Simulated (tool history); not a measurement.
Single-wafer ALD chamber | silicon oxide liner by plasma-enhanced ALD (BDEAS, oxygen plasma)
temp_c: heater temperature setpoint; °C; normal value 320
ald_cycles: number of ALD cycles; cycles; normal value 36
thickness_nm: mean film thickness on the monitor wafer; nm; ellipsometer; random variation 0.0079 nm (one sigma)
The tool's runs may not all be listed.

run   hour  temp_c  ald_cycles  read-back reference wafer on the same gauge, thickness_nm  thickness_nm
  1    0.0     320          33                                                      3.756         2.970
      29.2  -- gauge calibrated
  2   63.8     320          33                                                      3.670         2.895
  3   99.1     327          36                                                      3.684         3.135
  4  130.7     327          36                                                      3.693         3.151
  5  186.8     320          36                                                      3.705         3.186
  6  243.1     320          32                                                      3.716         2.828
  7  277.2     320          38                                                      3.721         3.379
  8  317.1     320          36                                                      3.725         3.209
  9  360.0     316          39                                                      3.731         3.478
 10  394.8     328          30                                                      3.731         2.637
 11  461.8     320          39                                                      3.737         3.497
 12  524.0     320          36                                                      3.740         3.218
     539.5  -- gauge calibrated
     547.4  -- thermocouple changed; heater temperature recalibrated
 13  640.7     320          31                                                      3.726         2.770
 14  693.7     311          29                                                      3.739         2.622
 15  725.2     333          43                                                      3.744         3.786

Alternative continuations, all from the tool just after run 15; predict every row:
  A  725.6     315          36                                                          ?             ?
  B  725.6     311          42                                                          ?             ?
  C  725.6     309          29                                                          ?             ?
  D  725.6     308          32                                                          ?             ?
  E  725.6     325          30                                                          ?             ?

run  read-back reference wafer on the same gauge, thickness_nm  thickness_nm
  A                                                      3.747         3.255
  B                                                      3.747         3.818
  C                                                      3.747         2.643
  D                                                      3.747         2.921
  E                                                      3.747         2.675
Had the tool no hidden state, the same runs would have come out as:
run  thickness_nm
  A         3.198
  B         3.751
  C         2.597
  D         2.869
  E         2.628

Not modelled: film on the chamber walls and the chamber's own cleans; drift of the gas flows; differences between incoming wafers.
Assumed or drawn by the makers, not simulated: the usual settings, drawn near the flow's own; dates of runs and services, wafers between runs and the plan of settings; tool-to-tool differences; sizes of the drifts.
